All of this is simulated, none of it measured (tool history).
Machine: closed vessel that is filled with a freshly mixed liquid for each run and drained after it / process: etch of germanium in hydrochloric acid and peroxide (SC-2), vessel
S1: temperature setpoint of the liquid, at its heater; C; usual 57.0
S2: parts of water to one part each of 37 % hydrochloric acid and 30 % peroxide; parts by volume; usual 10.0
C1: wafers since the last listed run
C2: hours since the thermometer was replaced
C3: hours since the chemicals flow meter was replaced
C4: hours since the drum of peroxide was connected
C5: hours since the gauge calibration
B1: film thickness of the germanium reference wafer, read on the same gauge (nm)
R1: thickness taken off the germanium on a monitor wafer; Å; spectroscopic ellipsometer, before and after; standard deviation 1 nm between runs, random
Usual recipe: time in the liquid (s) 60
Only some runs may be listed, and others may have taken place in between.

{"run": 1, "hour": 0.0, "S1": 57.0, "S2": 10.0, "time in the liquid (s)": 60, "C1": 0, "C2": 1526.3, "C3": 1261.2, "C4": 531.1, "C5": 1820.3, "B1": 39.99, "R1": 1709.9}
{"run": 2, "hour": 58.2, "S1": 52.0, "S2": 10.0, "time in the liquid (s)": 60, "C1": 7443, "C2": 1584.5, "C3": 1319.4, "C4": 589.3, "C5": 1878.5, "B1": 40.01, "R1": 1482.6}
{"run": 3, "hour": 127.4, "S1": 52.0, "S2": 10.0, "time in the liquid (s)": 60, "C1": 8849, "C2": 1653.7, "C3": 1388.6, "C4": 658.5, "C5": 1947.7, "B1": 40.0, "R1": 1493.6}
{"run": 4, "hour": 194.7, "S1": 52.0, "S2": 10.0, "time in the liquid (s)": 60, "C1": 8606, "C2": 1721.0, "C3": 1455.9, "C4": 725.8, "C5": 2015.0, "B1": 39.99, "R1": 1472.2}
{"hour": 226.9, "done": "gauge calibrated"}
{"run": 5, "hour": 241.5, "S1": 57.0, "S2": 10.0, "time in the liquid (s)": 60, "C1": 5985, "C2": 1767.8, "C3": 1502.7, "C4": 772.6, "C5": 14.6, "B1": 39.94, "R1": 1735.8}
{"run": 6, "hour": 295.2, "S1": 57.0, "S2": 10.0, "time in the liquid (s)": 60, "C1": 6867, "C2": 1821.5, "C3": 1556.4, "C4": 826.3, "C5": 68.3, "B1": 40.0, "R1": 1739.5}
{"run": 7, "hour": 349.5, "S1": 57.0, "S2": 8.5, "time in the liquid (s)": 60, "C1": 6944, "C2": 1875.8, "C3": 1610.7, "C4": 880.6, "C5": 122.6, "B1": 39.96, "R1": 1755.9}
{"hour": 366.8, "done": "new drum of peroxide connected"}
{"run": 8, "hour": 455.4, "S1": 65.5, "S2": 12.5, "time in the liquid (s)": 30, "C1": 13415, "C2": 1981.7, "C3": 1716.6, "C4": 88.6, "C5": 228.5, "B1": 39.98, "R1": 1074.9}
{"run": 9, "hour": 510.6, "S1": 57.0, "S2": 14.5, "time in the liquid (s)": 60, "C1": 7059, "C2": 2036.9, "C3": 1771.8, "C4": 143.8, "C5": 283.7, "B1": 40.02, "R1": 1649.4}
{"run": 10, "hour": 588.1, "S1": 54.0, "S2": 5.5, "time in the liquid (s)": 80, "C1": 9911, "C2": 2114.4, "C3": 1849.3, "C4": 221.3, "C5": 361.2, "B1": 40.01, "R1": 2204.6}
{"run": 11, "hour": 627.6, "S1": 64.5, "S2": 6.5, "time in the liquid (s)": 60, "C1": 5051, "C2": 2153.9, "C3": 1888.8, "C4": 260.8, "C5": 400.7, "B1": 40.03, "R1": 2242.2}
{"hour": 669.9, "done": "chemicals flow meter replaced"}
{"run": 12, "hour": 699.0, "S1": 57.0, "S2": 10.0, "time in the liquid (s)": 60, "C1": 9003, "C2": 2225.3, "C3": 29.1, "C4": 332.2, "C5": 472.1, "B1": 40.0, "R1": 1753.0}
{"run": 13, "hour": 760.7, "S1": 48.5, "S2": 6.5, "time in the liquid (s)": 45, "C1": 7890, "C2": 2287.0, "C3": 90.8, "C4": 393.9, "C5": 533.8, "B1": 40.0, "R1": 1053.6}
{"hour": 848.0, "done": "thermometer replaced"}
{"run": 14, "hour": 860.7, "S1": 57.0, "S2": 10.0, "time in the liquid (s)": 60, "C1": 12660, "C2": 12.7, "C3": 190.8, "C4": 493.9, "C5": 633.8, "B1": 40.0, "R1": 1634.4}
{"run": 15, "hour": 957.5, "S1": 57.0, "S2": 10.0, "time in the liquid (s)": 95, "C1": 12379, "C2": 109.5, "C3": 287.6, "C4": 590.7, "C5": 730.6, "B1": 40.06, "R1": 2568.9}
{"run": 16, "hour": 1049.3, "S1": 62.0, "S2": 8.0, "time in the liquid (s)": 35, "C1": 11740, "C2": 201.3, "C3": 379.4, "C4": 682.5, "C5": 822.4, "B1": 39.98, "R1": 1125.9}
{"run": 17, "hour": 1094.4, "S1": 50.5, "S2": 10.0, "time in the liquid (s)": 45, "C1": 5767, "C2": 246.4, "C3": 424.5, "C4": 727.6, "C5": 867.5, "B1": 39.98, "R1": 1017.3}
{"run": 18, "hour": 1189.8, "S1": 53.5, "S2": 6.0, "time in the liquid (s)": 90, "C1": 12200, "C2": 341.8, "C3": 519.9, "C4": 823.0, "C5": 962.9, "B1": 40.03, "R1": 2313.2}
{"hour": 1231.8, "done": "new drum of peroxide connected"}
{"run": 19, "hour": 1252.4, "S1": 57.0, "S2": 10.0, "time in the liquid (s)": 60, "C1": 7877, "C2": 404.4, "C3": 582.5, "C4": 20.6, "C5": 1025.5, "B1": 40.01, "R1": 1641.0}
{"run": 20, "hour": 1290.1, "S1": 57.0, "S2": 10.0, "time in the liquid (s)": 35, "C1": 4821, "C2": 442.1, "C3": 620.2, "C4": 58.3, "C5": 1063.2, "B1": 40.04, "R1": 954.6}
{"run": 21, "hour": 1385.4, "S1": 67.0, "S2": 10.0, "time in the liquid (s)": 30, "C1": 12187, "C2": 537.4, "C3": 715.5, "C4": 153.6, "C5": 1158.5, "B1": 40.01, "R1": 1107.8}
{"run": 22, "hour": 1433.0, "S1": 51.0, "S2": 14.5, "time in the liquid (s)": 60, "C1": 6087, "C2": 585.0, "C3": 763.1, "C4": 201.2, "C5": 1206.1, "B1": 40.02, "R1": 1322.8}
{"run": 23, "hour": 1518.7, "S1": 53.5, "S2": 6.0, "time in the liquid (s)": 90, "C1": 10960, "C2": 670.7, "C3": 848.8, "C4": 286.9, "C5": 1291.8, "B1": 40.0, "R1": 2344.4}
{"run": 24, "hour": 1599.1, "S1": 57.0, "S2": 10.0, "time in the liquid (s)": 45, "C1": 10282, "C2": 751.1, "C3": 929.2, "C4": 367.3, "C5": 1372.2, "B1": 40.03, "R1": 1248.8}
{"run": 25, "hour": 1706.3, "S1": 57.0, "S2": 12.5, "time in the liquid (s)": 60, "C1": 13709, "C2": 858.3, "C3": 1036.4, "C4": 474.5, "C5": 1479.4, "B1": 40.04, "R1": 1648.2}
{"run": 26, "hour": 1791.1, "S1": 67.0, "S2": 10.0, "time in the liquid (s)": 30, "C1": 10844, "C2": 943.1, "C3": 1121.2, "C4": 559.3, "C5": 1564.2, "B1": 39.99, "R1": 1116.2}
{"run": 27, "hour": 1827.7, "S1": 64.5, "S2": 12.5, "time in the liquid (s)": 35, "C1": 4680, "C2": 979.7, "C3": 1157.8, "C4": 595.9, "C5": 1600.8, "B1": 40.05, "R1": 1182.0}
{"run": 28, "hour": 1899.6, "S1": 54.0, "S2": 10.0, "time in the liquid (s)": 60, "C1": 9195, "C2": 1051.6, "C3": 1229.7, "C4": 667.8, "C5": 1672.7, "B1": 39.97, "R1": 1545.5}
{"run": 29, "hour": 2055.4, "S1": 62.0, "S2": 10.0, "time in the liquid (s)": 60, "C1": 19925, "C2": 1207.4, "C3": 1385.5, "C4": 823.6, "C5": 1828.5, "B1": 39.99, "R1": 1941.9}

Branching from run 29: 5 alternative next runs. What would each branch give?
{"run": "A", "hour": 2056.1, "S1": 57.0, "S2": 10.0, "time in the liquid (s)": 60, "C1": 89, "C2": 1208.1, "C3": 1386.2, "C4": 824.3, "C5": 1829.2, "B1": "?", "R1": "?"}
{"run": "B", "hour": 2056.1, "S1": 48.5, "S2": 13.0, "time in the liquid (s)": 45, "C1": 89, "C2": 1208.1, "C3": 1386.2, "C4": 824.3, "C5": 1829.2, "B1": "?", "R1": "?"}
{"run": "C", "hour": 2056.1, "S1": 65.5, "S2": 13.0, "time in the liquid (s)": 80, "C1": 89, "C2": 1208.1, "C3": 1386.2, "C4": 824.3, "C5": 1829.2, "B1": "?", "R1": "?"}
{"run": "D", "hour": 2056.1, "S1": 57.0, "S2": 6.0, "time in the liquid (s)": 30, "C1": 89, "C2": 1208.1, "C3": 1386.2, "C4": 824.3, "C5": 1829.2, "B1": "?", "R1": "?"}
{"run": "E", "hour": 2056.1, "S1": 59.5, "S2": 15.0, "time in the liquid (s)": 60, "C1": 89, "C2": 1208.1, "C3": 1386.2, "C4": 824.3, "C5": 1829.2, "B1": "?", "R1": "?"}

run=A B1=39.99 R1=1689.3
run=B B1=39.99 R1=949.1
run=C B1=39.99 R1=2775.1
run=D B1=39.99 R1=877.8
run=E B1=39.99 R1=1717.7
With the hidden condition removed and each run's random variation left untouched, the same runs would have given:
run=A R1=1609.6
run=B R1=902.3
run=C R1=2653.1
run=D R1=835.6
run=E R1=1639.8
